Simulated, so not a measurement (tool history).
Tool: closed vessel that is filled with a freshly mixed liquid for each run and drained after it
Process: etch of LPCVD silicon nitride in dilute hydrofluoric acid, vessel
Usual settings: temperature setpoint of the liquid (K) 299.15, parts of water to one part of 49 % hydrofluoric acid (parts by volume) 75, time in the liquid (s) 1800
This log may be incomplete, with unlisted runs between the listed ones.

run	day	temperature setpoint of the liquid (K)	parts of water to one part of 49 % hydrofluoric acid (parts by volume)	time in the liquid (s)	wafers since the last listed run	hours since the thermometer was replaced	hours since the hydrofluoric acid flow meter was replaced	hours since the gauge calibration	read-back film thickness of the LPCVD silicon nitride reference wafer, read on the same gauge (nm)	thickness taken off the LPCVD silicon nitride on a monitor wafer (nm)
1	0	299.15	75	1800	0	436.8	73.8	1721	150.02	12.44
2	1.046	299.15	75	1390	580	461.9	98.9	1746.1	150.03	9.71
3	2.596	299.15	75	1020	859	499.1	136.1	1783.3	149.96	7.02
4	4.246	299.15	75	1020	915	538.7	175.7	1822.9	149.99	7.15
5	6.129	299.15	75	1020	1044	583.9	220.9	1868.1	150	7.17
6	7.304	297.15	75	1800	651	612.1	249.1	1896.3	149.99	10.92
7	8.867	297.15	75	1800	866	649.6	286.6	1933.8	149.98	11.03
8	11.162	297.15	75	1800	1273	704.7	341.7	1988.9	149.95	11.01
9	12.912	295.65	75	1800	970	746.7	383.7	2030.9	150	10.01
10	14.558	295.65	75	1800	912	786.2	423.2	2070.4	149.97	9.96
11	15.658	299.15	75	1800	610	812.6	449.6	2096.8	150.04	12.53
12	21.942	294.65	55	2185	3484	963.4	600.4	2247.6	149.99	15.28
13	23.55	297.65	55	790	892	1002	639	2286.2	149.97	6.8
14	24.979	299.15	75	2820	792	1036.3	673.3	2320.5	149.98	19.91
15	27.179	299.15	75	1800	1220	1089.1	726.1	2373.3	149.98	12.74
# day 29.346: thermometer replaced
16	29.717	299.15	75	1800	1384	8.9	787	2434.2	150.02	12.69
17	30.942	297.15	60	1225	679	38.3	816.4	2463.6	149.97	9.46
18	32.354	301.65	75	2445	783	72.2	850.3	2497.5	150.04	20.44
19	35.217	299.15	75	1800	1587	140.9	919	2566.2	149.99	12.84
20	37.742	300.65	90	1800	1400	201.5	979.6	2626.8	150.05	11.7
21	40.521	297.65	40	2470	1541	268.2	1046.3	2693.5	150.01	29.22
# day 42.629: gauge calibrated
22	42.75	299.15	75	1800	1236	321.7	1099.8	2.9	150.01	12.72
23	44.217	295.15	75	1800	813	356.9	1135	38.1	149.97	9.8
24	45.312	299.15	110	2845	607	383.2	1161.3	64.4	150.01	13.89
25	48.175	299.15	75	1800	1587	451.9	1230	133.1	150.01	13
26	49.892	303.15	100	2230	952	493.1	1271.2	174.3	150	15.72
27	51.571	303.65	75	1465	931	533.4	1311.5	214.6	150	14.05
28	53.012	294.65	50	1250	799	568	1346.1	249.2	150.06	9.87
29	55.133	299.15	75	1800	1176	618.9	1397	300.1	150.03	13
30	57.925	302.65	65	1010	1548	685.9	1464	367.1	150.03	10.55
31	59.912	296.15	110	2570	1102	733.6	1511.7	414.8	150	10.6
32	61.283	301.15	75	1325	760	766.5	1544.6	447.7	150.02	10.92

Exercise: give the hidden state of the tool at every run:
liquid colder than its thermometer reads (K): 0 at every run
gauge reads high (%): 0 at every run
H1: hydrofluoric acid flow above the setpoint (%)
run	H1
1	1.58
2	1.66
3	1.76
4	1.88
5	2.01
6	2.09
7	2.2
8	2.36
9	2.48
10	2.6
11	2.67
12	3.11
13	3.22
14	3.32
15	3.48
16	3.65
17	3.74
18	3.84
19	4.04
20	4.21
21	4.41
22	4.56
23	4.67
24	4.74
25	4.94
26	5.06
27	5.18
28	5.28
29	5.43
30	5.62
31	5.76
32	5.86

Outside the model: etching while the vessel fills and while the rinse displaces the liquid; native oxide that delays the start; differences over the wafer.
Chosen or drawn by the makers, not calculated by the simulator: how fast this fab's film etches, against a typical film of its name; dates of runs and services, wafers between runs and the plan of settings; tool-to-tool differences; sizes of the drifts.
